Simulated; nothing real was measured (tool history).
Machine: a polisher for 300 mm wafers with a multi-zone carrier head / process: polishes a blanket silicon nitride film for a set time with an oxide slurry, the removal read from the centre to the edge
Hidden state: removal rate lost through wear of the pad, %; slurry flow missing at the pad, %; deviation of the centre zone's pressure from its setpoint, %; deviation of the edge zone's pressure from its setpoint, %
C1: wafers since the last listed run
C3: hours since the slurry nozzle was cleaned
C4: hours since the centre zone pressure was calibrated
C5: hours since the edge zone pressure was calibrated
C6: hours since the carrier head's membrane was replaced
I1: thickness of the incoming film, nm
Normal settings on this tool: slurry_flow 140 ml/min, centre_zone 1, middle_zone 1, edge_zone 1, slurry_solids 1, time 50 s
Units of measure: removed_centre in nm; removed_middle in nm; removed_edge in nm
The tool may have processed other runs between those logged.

{"run": 1, "hour": 0.0, "slurry_flow": 140, "centre_zone": 1, "middle_zone": 1, "edge_zone": 0.91, "slurry_solids": 1, "time": 50, "C1": 0, "wafers polished on this pad": 126, "C3": 178.1, "C4": 210.9, "C5": 247.8, "C6": 1006, "I1": 264.4, "removed_centre": 37.9, "removed_middle": 38.6, "removed_edge": 37.4}
{"run": 2, "hour": 22.5, "slurry_flow": 140, "centre_zone": 1, "middle_zone": 1, "edge_zone": 1, "slurry_solids": 1, "time": 54, "C1": 201, "wafers polished on this pad": 327, "C3": 200.6, "C4": 233.4, "C5": 270.3, "C6": 1028.5, "I1": 257.6, "removed_centre": 39.7, "removed_middle": 41.6, "removed_edge": 41.5}
{"run": 3, "hour": 38.0, "slurry_flow": 140, "centre_zone": 1, "middle_zone": 1, "edge_zone": 1, "slurry_solids": 1, "time": 50, "C1": 138, "wafers polished on this pad": 466, "C3": 216.1, "C4": 248.9, "C5": 285.8, "C6": 1044, "I1": 259.9, "removed_centre": 37.3, "removed_middle": 38.7, "removed_edge": 38.1}
{"run": 4, "hour": 61.7, "slurry_flow": 140, "centre_zone": 1, "middle_zone": 1, "edge_zone": 1, "slurry_solids": 1, "time": 50, "C1": 212, "wafers polished on this pad": 678, "C3": 239.8, "C4": 272.6, "C5": 309.5, "C6": 1067.7, "I1": 257.2, "removed_centre": 37.5, "removed_middle": 38.5, "removed_edge": 38.6}
{"run": 5, "hour": 80.2, "slurry_flow": 140, "centre_zone": 1, "middle_zone": 1, "edge_zone": 1, "slurry_solids": 1, "time": 50, "C1": 165, "wafers polished on this pad": 843, "C3": 258.3, "C4": 291.1, "C5": 328, "C6": 1086.2, "I1": 254.9, "removed_centre": 37.3, "removed_middle": 38.4, "removed_edge": 38.5}
{"hour": 100.1, "done": "worn pad replaced by a new one"}
{"run": 6, "hour": 116.0, "slurry_flow": 140, "centre_zone": 1, "middle_zone": 1, "edge_zone": 1, "slurry_solids": 1, "time": 50, "C1": 284, "wafers polished on this pad": 142, "C3": 294.1, "C4": 326.9, "C5": 363.8, "C6": 1122, "I1": 257.4, "removed_centre": 37.3, "removed_middle": 38.9, "removed_edge": 38.1}
{"hour": 125.5, "done": "carrier head's membrane replaced by a new one"}
{"run": 7, "hour": 129.5, "slurry_flow": 140, "centre_zone": 1, "middle_zone": 1, "edge_zone": 1, "slurry_solids": 1, "time": 50, "C1": 76, "wafers polished on this pad": 218, "C3": 307.6, "C4": 340.4, "C5": 377.3, "C6": 4, "I1": 255.2, "removed_centre": 36.8, "removed_middle": 38.7, "removed_edge": 38.1}
{"run": 8, "hour": 149.4, "slurry_flow": 140, "centre_zone": 0.97, "middle_zone": 1, "edge_zone": 1, "slurry_solids": 1, "time": 50, "C1": 178, "wafers polished on this pad": 396, "C3": 327.5, "C4": 360.3, "C5": 397.2, "C6": 23.9, "I1": 265.4, "removed_centre": 35.9, "removed_middle": 38.5, "removed_edge": 38.4}
{"run": 9, "hour": 170.4, "slurry_flow": 140, "centre_zone": 0.97, "middle_zone": 1, "edge_zone": 1, "slurry_solids": 1, "time": 50, "C1": 187, "wafers polished on this pad": 584, "C3": 348.5, "C4": 381.3, "C5": 418.2, "C6": 44.9, "I1": 261, "removed_centre": 35.9, "removed_middle": 38.7, "removed_edge": 38.7}
{"run": 10, "hour": 194.0, "slurry_flow": 140, "centre_zone": 1, "middle_zone": 1, "edge_zone": 1, "slurry_solids": 1, "time": 50, "C1": 211, "wafers polished on this pad": 796, "C3": 372.1, "C4": 404.9, "C5": 441.8, "C6": 68.5, "I1": 259.5, "removed_centre": 36.8, "removed_middle": 37.8, "removed_edge": 37.9}
{"hour": 208.4, "done": "worn pad replaced by a new one"}
{"run": 11, "hour": 208.9, "slurry_flow": 140, "centre_zone": 1, "middle_zone": 1, "edge_zone": 1, "slurry_solids": 0.85, "time": 50, "C1": 97, "wafers polished on this pad": 4, "C3": 387, "C4": 419.8, "C5": 456.7, "C6": 83.4, "I1": 255.5, "removed_centre": 34.3, "removed_middle": 35.3, "removed_edge": 35.3}
{"run": 12, "hour": 220.6, "slurry_flow": 140, "centre_zone": 1, "middle_zone": 1, "edge_zone": 1, "slurry_solids": 1, "time": 50, "C1": 104, "wafers polished on this pad": 108, "C3": 398.7, "C4": 431.5, "C5": 468.4, "C6": 95.1, "I1": 262.4, "removed_centre": 36.6, "removed_middle": 38.8, "removed_edge": 38.6}
{"run": 13, "hour": 237.7, "slurry_flow": 90, "centre_zone": 1, "middle_zone": 1, "edge_zone": 1, "slurry_solids": 1, "time": 50, "C1": 153, "wafers polished on this pad": 261, "C3": 415.8, "C4": 448.6, "C5": 485.5, "C6": 112.2, "I1": 262.4, "removed_centre": 32, "removed_middle": 33.6, "removed_edge": 35.1}
{"run": 14, "hour": 270.6, "slurry_flow": 140, "centre_zone": 1, "middle_zone": 1, "edge_zone": 1, "slurry_solids": 1, "time": 50, "C1": 294, "wafers polished on this pad": 556, "C3": 448.7, "C4": 481.5, "C5": 518.4, "C6": 145.1, "I1": 257.8, "removed_centre": 36.6, "removed_middle": 38.6, "removed_edge": 38.2}
{"run": 15, "hour": 300.0, "slurry_flow": 140, "centre_zone": 1, "middle_zone": 1, "edge_zone": 1, "slurry_solids": 1, "time": 50, "C1": 263, "wafers polished on this pad": 819, "C3": 478.1, "C4": 510.9, "C5": 547.8, "C6": 174.5, "I1": 263.2, "removed_centre": 36.2, "removed_middle": 38.3, "removed_edge": 38.6}
{"hour": 303.0, "done": "centre zone pressure recalibrated"}
{"hour": 309.2, "done": "worn pad replaced by a new one"}
{"run": 16, "hour": 316.2, "slurry_flow": 140, "centre_zone": 1.09, "middle_zone": 1, "edge_zone": 1.05, "slurry_solids": 1, "time": 50, "C1": 91, "wafers polished on this pad": 62, "C3": 494.3, "C4": 13.2, "C5": 564, "C6": 190.7, "I1": 257.1, "removed_centre": 43.4, "removed_middle": 38.1, "removed_edge": 38.8}
{"hour": 319.3, "done": "slurry nozzle cleaned"}
{"run": 17, "hour": 336.9, "slurry_flow": 140, "centre_zone": 1.07, "middle_zone": 1.09, "edge_zone": 1, "slurry_solids": 0.8, "time": 37, "C1": 176, "wafers polished on this pad": 239, "C3": 17.6, "C4": 33.9, "C5": 584.7, "C6": 211.4, "I1": 260.4, "removed_centre": 28.1, "removed_middle": 27.4, "removed_edge": 25.6}
{"hour": 344.0, "done": "edge zone pressure recalibrated"}
{"run": 18, "hour": 367.0, "slurry_flow": 185, "centre_zone": 0.9, "middle_zone": 1, "edge_zone": 1.1, "slurry_solids": 0.85, "time": 50, "C1": 251, "wafers polished on this pad": 490, "C3": 47.7, "C4": 64, "C5": 23, "C6": 241.5, "I1": 256, "removed_centre": 34.9, "removed_middle": 37, "removed_edge": 38.3}
{"run": 19, "hour": 392.7, "slurry_flow": 140, "centre_zone": 1, "middle_zone": 1, "edge_zone": 1, "slurry_solids": 1, "time": 36, "C1": 230, "wafers polished on this pad": 720, "C3": 73.4, "C4": 89.7, "C5": 48.7, "C6": 267.2, "I1": 259, "removed_centre": 28.1, "removed_middle": 27.8, "removed_edge": 27.8}
{"run": 20, "hour": 425.3, "slurry_flow": 140, "centre_zone": 0.88, "middle_zone": 1.09, "edge_zone": 1, "slurry_solids": 1, "time": 68, "C1": 291, "wafers polished on this pad": 1012, "C3": 106, "C4": 122.3, "C5": 81.3, "C6": 299.8, "I1": 260.2, "removed_centre": 46.9, "removed_middle": 56.4, "removed_edge": 52.3}
{"hour": 433.0, "done": "worn pad replaced by a new one"}
{"run": 21, "hour": 441.5, "slurry_flow": 140, "centre_zone": 0.97, "middle_zone": 1.06, "edge_zone": 1.08, "slurry_solids": 1, "time": 62, "C1": 109, "wafers polished on this pad": 76, "C3": 122.2, "C4": 138.5, "C5": 97.5, "C6": 316, "I1": 257.4, "removed_centre": 46.2, "removed_middle": 49.6, "removed_edge": 49.2}
{"run": 22, "hour": 469.8, "slurry_flow": 140, "centre_zone": 1, "middle_zone": 1.11, "edge_zone": 1.05, "slurry_solids": 0.8, "time": 43, "C1": 253, "wafers polished on this pad": 329, "C3": 150.5, "C4": 166.8, "C5": 125.8, "C6": 344.3, "I1": 258.7, "removed_centre": 28.5, "removed_middle": 32.6, "removed_edge": 30.4}

State the hidden condition of the tool at each of the runs:
removal rate lost through wear of the pad, %: 0 at every run
slurry flow missing at the pad, %: 0 at every run
deviation of the edge zone's pressure from its setpoint, %: 0 at every run
H1: deviation of the centre zone's pressure from its setpoint, %
run=1 H1=-6.99
run=2 H1=-7.45
run=3 H1=-7.74
run=4 H1=-8.14
run=5 H1=-8.41
run=6 H1=-8.87
run=7 H1=-9.03
run=8 H1=-9.23
run=9 H1=-9.43
run=10 H1=-9.62
run=11 H1=-9.73
run=12 H1=-9.81
run=13 H1=-9.92
run=14 H1=-10.1
run=15 H1=-10.2
run=16 H1=0.331
run=17 H1=-0.911
run=18 H1=-2.49
run=19 H1=-3.65
run=20 H1=-4.9
run=21 H1=-5.45
run=22 H1=-6.29
